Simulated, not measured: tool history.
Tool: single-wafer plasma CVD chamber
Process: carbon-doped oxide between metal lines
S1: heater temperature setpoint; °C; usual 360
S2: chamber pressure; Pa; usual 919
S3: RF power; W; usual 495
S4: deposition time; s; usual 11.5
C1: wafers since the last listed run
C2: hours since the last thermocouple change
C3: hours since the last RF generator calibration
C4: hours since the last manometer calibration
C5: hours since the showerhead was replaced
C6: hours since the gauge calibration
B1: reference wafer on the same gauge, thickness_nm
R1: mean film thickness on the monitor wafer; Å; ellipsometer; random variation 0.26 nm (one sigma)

run 1 hour=0.0 | S1=360 S2=919 S3=495 S4=11.5 | C1=0 C2=1015.4 C3=954.7 C4=1533.3 C5=7232.9 C6=203.8 | B1=61.155 | R1=526.80
run 2 hour=35.3 | S1=360 S2=919 S3=495 S4=11.5 | C1=751 C2=1050.7 C3=990.0 C4=1568.6 C5=7268.2 C6=239.1 | B1=61.040 | R1=529.36
run 3 hour=64.9 | S1=360 S2=919 S3=495 S4=11.5 | C1=630 C2=1080.3 C3=1019.6 C4=1598.2 C5=7297.8 C6=268.7 | B1=61.387 | R1=520.95
run 4 hour=83.9 | S1=360 S2=919 S3=495 S4=11.5 | C1=404 C2=1099.3 C3=1038.6 C4=1617.2 C5=7316.8 C6=287.7 | B1=61.285 | R1=523.41
run 5 hour=103.4 | S1=360 S2=919 S3=495 S4=11.5 | C1=415 C2=1118.8 C3=1058.1 C4=1636.7 C5=7336.3 C6=307.2 | B1=61.026 | R1=525.37
run 6 hour=130.2 | S1=364 S2=919 S3=495 S4=11.5 | C1=570 C2=1145.6 C3=1084.9 C4=1663.5 C5=7363.1 C6=334.0 | B1=61.209 | R1=520.18
run 7 hour=156.5 | S1=364 S2=919 S3=495 S4=11.5 | C1=559 C2=1171.9 C3=1111.2 C4=1689.8 C5=7389.4 C6=360.3 | B1=61.143 | R1=521.05
run 8 hour=172.3 | S1=360 S2=919 S3=495 S4=12.4 | C1=336 C2=1187.7 C3=1127.0 C4=1705.6 C5=7405.2 C6=376.1 | B1=61.137 | R1=566.40
-- hour=184.5 gauge calibrated
-- hour=188.1 RF generator calibrated
run 9 hour=197.0 | S1=360 S2=919 S3=495 S4=12.4 | C1=355 C2=1212.4 C3=8.9 C4=1730.3 C5=7429.9 C6=12.5 | B1=61.231 | R1=596.05
run 10 hour=220.7 | S1=360 S2=919 S3=495 S4=12.4 | C1=504 C2=1236.1 C3=32.6 C4=1754.0 C5=7453.6 C6=36.2 | B1=61.204 | R1=600.80
run 11 hour=239.8 | S1=360 S2=919 S3=495 S4=9.9 | C1=406 C2=1255.2 C3=51.7 C4=1773.1 C5=7472.7 C6=55.3 | B1=61.190 | R1=474.99
run 12 hour=274.0 | S1=360 S2=919 S3=495 S4=11.5 | C1=728 C2=1289.4 C3=85.9 C4=1807.3 C5=7506.9 C6=89.5 | B1=61.223 | R1=548.36
run 13 hour=290.7 | S1=360 S2=919 S3=495 S4=11.5 | C1=355 C2=1306.1 C3=102.6 C4=1824.0 C5=7523.6 C6=106.2 | B1=61.209 | R1=546.67
-- hour=317.7 capacitance manometer re-zeroed and calibrated
run 14 hour=324.8 | S1=365 S2=919 S3=555 S4=10.9 | C1=555 C2=1340.2 C3=136.7 C4=7.1 C5=7557.7 C6=140.3 | B1=61.157 | R1=546.52
run 15 hour=344.4 | S1=360 S2=1085 S3=495 S4=11.5 | C1=417 C2=1359.8 C3=156.3 C4=26.7 C5=7577.3 C6=159.9 | B1=61.299 | R1=553.87
run 16 hour=359.2 | S1=360 S2=919 S3=495 S4=11.5 | C1=315 C2=1374.6 C3=171.1 C4=41.5 C5=7592.1 C6=174.7 | B1=61.181 | R1=539.99
-- hour=377.6 thermocouple changed; heater temperature recalibrated
-- hour=393.7 showerhead replaced
run 17 hour=394.2 | S1=360 S2=919 S3=525 S4=10.0 | C1=404 C2=16.6 C3=206.1 C4=76.5 C5=0.5 C6=209.7 | B1=61.122 | R1=488.06
run 18 hour=410.4 | S1=360 S2=727 S3=400 S4=13.6 | C1=344 C2=32.8 C3=222.3 C4=92.7 C5=16.7 C6=225.9 | B1=61.105 | R1=519.18
run 19 hour=436.4 | S1=360 S2=919 S3=565 S4=10.0 | C1=553 C2=58.8 C3=248.3 C4=118.7 C5=42.7 C6=251.9 | B1=61.184 | R1=508.40
run 20 hour=460.3 | S1=360 S2=919 S3=495 S4=12.7 | C1=508 C2=82.7 C3=272.2 C4=142.6 C5=66.6 C6=275.8 | B1=61.206 | R1=597.53
run 21 hour=495.9 | S1=372 S2=919 S3=420 S4=11.5 | C1=757 C2=118.3 C3=307.8 C4=178.2 C5=102.2 C6=311.4 | B1=61.202 | R1=466.88
run 22 hour=511.1 | S1=360 S2=919 S3=495 S4=9.6 | C1=323 C2=133.5 C3=323.0 C4=193.4 C5=117.4 C6=326.6 | B1=61.195 | R1=451.02
run 23 hour=545.3 | S1=360 S2=919 S3=495 S4=9.9 | C1=728 C2=167.7 C3=357.2 C4=227.6 C5=151.6 C6=360.8 | B1=61.333 | R1=464.14

The tool's hidden state at each run:
wafer temperature above the value expected at the setpoint (K): 0 in every run
true pressure above the setpoint (%): 0 in every run
gauge reads high (%): 0 in every run
H1: delivered RF power above the setpoint (%)
run=1 H1=-7.98
run=2 H1=-8.05
run=3 H1=-8.1
run=4 H1=-8.13
run=5 H1=-8.16
run=6 H1=-8.2
run=7 H1=-8.24
run=8 H1=-8.26
run=9 H1=-0.356
run=10 H1=-0.822
run=11 H1=-1.18
run=12 H1=-1.77
run=13 H1=-2.05
run=14 H1=-2.57
run=15 H1=-2.86
run=16 H1=-3.06
run=17 H1=-3.52
run=18 H1=-3.71
run=19 H1=-4.02
run=20 H1=-4.28
run=21 H1=-4.64
run=22 H1=-4.78
run=23 H1=-5.09
